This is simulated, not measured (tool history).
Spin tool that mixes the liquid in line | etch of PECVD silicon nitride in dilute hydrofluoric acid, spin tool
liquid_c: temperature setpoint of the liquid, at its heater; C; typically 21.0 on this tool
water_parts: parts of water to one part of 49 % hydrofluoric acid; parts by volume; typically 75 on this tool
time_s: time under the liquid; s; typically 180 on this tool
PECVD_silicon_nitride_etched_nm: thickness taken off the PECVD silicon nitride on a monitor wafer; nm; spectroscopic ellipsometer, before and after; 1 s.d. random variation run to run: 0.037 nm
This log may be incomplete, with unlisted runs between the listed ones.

run	hour	liquid_c	water_parts	time_s	wafers since the last listed run	hours since the thermometer was replaced	hours since the hydrofluoric acid flow meter was replaced	hours since the gauge calibration	read-back film thickness of the PECVD silicon nitride reference wafer, read on the same gauge (nm)	PECVD_silicon_nitride_etched_nm
1	0.0	21.0	75	180	0	1354.2	676.1	1337.1	40.013	3.384
2	38.9	21.0	75	180	293	1393.1	715.0	1376.0	39.969	3.399
3	145.9	21.0	75	180	808	1500.1	822.0	1483.0	39.992	3.350
4	209.1	21.0	75	180	477	1563.3	885.2	1546.2	39.995	3.393
# hour 308.0: hydrofluoric acid flow meter replaced
5	313.0	21.0	75	180	777	1667.2	5.0	1650.1	40.005	3.589
6	420.2	21.0	75	105	809	1774.4	112.2	1757.3	39.991	2.100
7	494.7	21.0	75	105	562	1848.9	186.7	1831.8	40.004	2.021
8	576.6	22.5	75	180	618	1930.8	268.6	1913.7	39.991	3.894
# hour 700.0: thermometer replaced
9	717.2	22.5	75	180	1054	17.2	409.2	2054.3	40.007	3.315
# hour 797.4: gauge calibrated
10	807.6	22.5	75	180	682	107.6	499.6	10.2	40.005	3.428
11	884.0	21.0	75	180	577	184.0	576.0	86.6	40.009	3.088
12	968.4	21.0	75	180	637	268.4	660.4	171.0	39.985	3.125
13	1145.6	21.0	75	180	1338	445.6	837.6	348.2	39.988	3.089
14	1211.8	21.0	75	180	499	511.8	903.8	414.4	39.988	3.043
15	1278.8	24.5	35	180	506	578.8	970.8	481.4	40.008	8.468
# hour 1347.6: hydrofluoric acid flow meter replaced
16	1367.3	21.0	75	105	660	667.3	19.7	569.9	39.984	1.958
17	1445.3	21.0	50	180	589	745.3	97.7	647.9	39.984	4.951

Run 18, settings as shown, results not yet in. Your forecast:
18	1501.9	22.5	55	85	427	801.9	154.3	704.5	?	?

{"run 18": {"read-back film thickness of the PECVD silicon nitride reference wafer, read on the same gauge (nm)": 40.001, "PECVD_silicon_nitride_etched_nm": 2.336}}
Had the tool carried no hidden state, the very same run would have given PECVD_silicon_nitride_etched_nm 2.234 nm.

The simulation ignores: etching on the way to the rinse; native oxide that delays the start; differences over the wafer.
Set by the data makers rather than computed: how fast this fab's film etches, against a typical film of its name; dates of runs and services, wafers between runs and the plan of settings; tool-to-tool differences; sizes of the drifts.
